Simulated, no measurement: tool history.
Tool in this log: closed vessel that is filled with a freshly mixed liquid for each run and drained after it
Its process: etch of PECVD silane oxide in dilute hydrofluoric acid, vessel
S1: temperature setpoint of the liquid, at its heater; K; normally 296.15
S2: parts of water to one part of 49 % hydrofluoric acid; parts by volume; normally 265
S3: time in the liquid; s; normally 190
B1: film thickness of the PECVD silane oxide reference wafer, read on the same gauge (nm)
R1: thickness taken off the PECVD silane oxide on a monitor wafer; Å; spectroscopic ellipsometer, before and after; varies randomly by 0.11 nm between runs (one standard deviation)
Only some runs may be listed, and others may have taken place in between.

Run 1, hour 0: usual settings; B1 48.8. Result: R1 138.2 Å.
Run 2, hour 76.7: usual settings; B1 48.52. Result: R1 141 Å.
At hour 212.3: hydrofluoric acid flow meter replaced.
Run 3, hour 287.3: usual settings but S1 297.15 K; B1 48.02. Result: R1 142.7 Å.
Run 4, hour 358: usual settings but S1 297.15 K; B1 47.93. Result: R1 141.1 Å.
Run 5, hour 455.6: usual settings but S2 215 parts by volume, S3 220 s; B1 47.81. Result: R1 205.9 Å.
At hour 482.8: thermometer replaced.
Run 6, hour 556.7: usual settings but S2 215 parts by volume, S3 220 s; B1 47.71. Result: R1 205.2 Å.
Run 7, hour 633.6: usual settings but S2 215 parts by volume, S3 220 s; B1 47.65. Result: R1 206.9 Å.
Run 8, hour 717: usual settings but S2 220 parts by volume; B1 47.55. Result: R1 169.6 Å.
Run 9, hour 818.8: usual settings but S2 220 parts by volume; B1 47.52. Result: R1 168.9 Å.
Run 10, hour 905.8: usual settings but S2 220 parts by volume; B1 47.48. Result: R1 173.5 Å.
Run 11, hour 973.9: usual settings but S1 297.65 K; B1 47.45. Result: R1 143.9 Å.
Run 12, hour 1055.9: usual settings but S1 291.65 K, S2 140 parts by volume, S3 275 s; B1 47.4. Result: R1 351.4 Å.
Run 13, hour 1110.3: usual settings but S1 299.15 K, S2 340 parts by volume, S3 290 s; B1 47.4. Result: R1 166.7 Å.
At hour 1139.3: gauge calibrated.
Run 14, hour 1157.2: usual settings but S1 299.15 K, S3 155 s; B1 50.05. Result: R1 130 Å.
At hour 1195: hydrofluoric acid flow meter replaced.
Run 15, hour 1213.6: usual settings but S3 230 s; B1 49.74. Result: R1 170.5 Å.
Run 16, hour 1288.1: usual settings but S1 292.65 K, S2 340 parts by volume, S3 80 s; B1 49.38. Result: R1 38.2 Å.
At hour 1321.1: thermometer replaced.
Run 17, hour 1356.7: usual settings but S1 292.15 K, S2 345 parts by volume, S3 220 s; B1 49.11. Result: R1 99.9 Å.
Run 18, hour 1425.4: usual settings; B1 48.9. Result: R1 139.4 Å.
Run 19, hour 1486: usual settings; B1 48.72. Result: R1 139.1 Å.
Run 20, hour 1561.8: usual settings; B1 48.54. Result: R1 137.9 Å.
Run 21, hour 1621.6: usual settings but S2 315 parts by volume, S3 80 s; B1 48.41. Result: R1 47.1 Å.
Run 22, hour 1726.3: usual settings but S2 345 parts by volume; B1 48.23. Result: R1 97.7 Å.

Each row is a separate what-if for the run after 22, all from the same tool condition, not one after another. Results?
Run A, hour 1727: usual settings but S1 298.15 K; B1 ?. Result: R1 ?.
Run B, hour 1727: usual settings but S3 300 s; B1 ?. Result: R1 ?.
Run C, hour 1727: usual settings but S1 299.15 K, S2 305 parts by volume, S3 285 s; B1 ?. Result: R1 ?.
Run D, hour 1727: usual settings but S1 291.65 K; B1 ?. Result: R1 ?.
Run E, hour 1727: usual settings but S2 305 parts by volume, S3 270 s; B1 ?. Result: R1 ?.

run     B1     R1
  A  48.23  147.9
  B  48.23  217.5
  C  48.23  191.5
  D  48.23  116.7
  E  48.23  163.6
Without the tool's hidden state the same runs would have given:
run     R1
  A  153.3
  B  225.4
  C  198.5
  D  120.9
  E  169.6

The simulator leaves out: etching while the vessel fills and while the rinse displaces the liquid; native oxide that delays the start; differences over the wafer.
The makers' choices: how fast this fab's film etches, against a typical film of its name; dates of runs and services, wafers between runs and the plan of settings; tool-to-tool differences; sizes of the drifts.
